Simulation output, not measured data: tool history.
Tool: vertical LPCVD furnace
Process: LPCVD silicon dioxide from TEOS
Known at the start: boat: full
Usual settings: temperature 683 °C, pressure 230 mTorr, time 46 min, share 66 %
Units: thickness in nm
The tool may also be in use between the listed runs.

run	day	temperature	pressure	time	share	wafers since the last listed run	hours since the last temperature calibration	hours since the pressure gauge was zeroed	hours since the TEOS flow controller was replaced	hours since the gauge calibration	read-back reference wafer on the same gauge, thickness	thickness
1	0	683	230	46	66	0	2778.9	2273.6	7463.4	140.8	154.9	193.31
2	1.017	683	230	46	66	259	2803.3	2298	7487.8	165.2	155	194.03
3	1.562	683	230	46	66	139	2816.4	2311.1	7500.9	178.3	155.01	192.96
4	2.362	683	230	46	66	204	2835.6	2330.3	7520.1	197.5	154.9	194.36
5	3.246	683	230	46	66	225	2856.8	2351.5	7541.3	218.7	155.03	193.93
6	3.792	683	230	46	66	139	2869.9	2364.6	7554.4	231.8	154.99	193.5
# day 5.379: pressure gauge zeroed
7	5.496	683	230	46	66	179	2910.8	2.8	7595.3	272.7	155.1	194.59
8	6.208	683	230	46	66	181	2927.9	19.9	7612.4	289.8	155.02	194.58
# day 6.508: gauge calibrated
# day 7.321: thermocouples replaced and temperature profile calibrated
9	7.342	683	230	46	66	34	0.5	47.1	7639.6	20	154.97	181.39
10	7.558	683	230	46	66	55	5.7	52.3	7644.8	25.2	154.82	182.2
# day 8.642: TEOS flow controller replaced
11	8.662	679	190	30	66	26	32.2	78.8	0.5	51.7	154.94	97.66
12	8.879	683	210	46	66	55	37.4	84	5.7	56.9	155.04	173.8
13	9.438	683	280	46	79	142	50.8	97.4	19.1	70.3	155	218.53
14	11.158	692	185	59	79	439	92.1	138.7	60.4	111.6	155.11	283.13
15	12.004	683	230	40	58	215	112.4	159	80.7	131.9	154.88	148.58
16	12.588	687	190	53.5	54	148	126.4	173	94.7	145.9	154.95	191.13
17	13.033	683	260	30	74	113	137.1	183.7	105.4	156.6	155.07	133.59
18	13.425	683	230	46	66	100	146.5	193.1	114.8	166	154.97	182.04
19	13.8	683	265	46	66	95	155.5	202.1	123.8	175	155.1	195.67
20	14.688	683	175	62	66	226	176.8	223.4	145.1	196.3	155.05	213.51
21	15.358	683	230	46	66	171	192.9	239.5	161.2	212.4	154.95	181.48

Forecast each of these 3 alternatives for the next run:
A	15.579	683	285	46	66	56	198.2	244.8	166.5	217.7	?	?
B	15.579	683	180	46	66	56	198.2	244.8	166.5	217.7	?	?
C	15.579	683	230	46	56	56	198.2	244.8	166.5	217.7	?	?

run	read-back reference wafer on the same gauge, thickness	thickness
A	154.92	202.86
B	154.92	161.22
C	154.92	167.86
Without the tool's hidden state the same runs would have given:
run	thickness
A	201.06
B	159.79
C	166.37
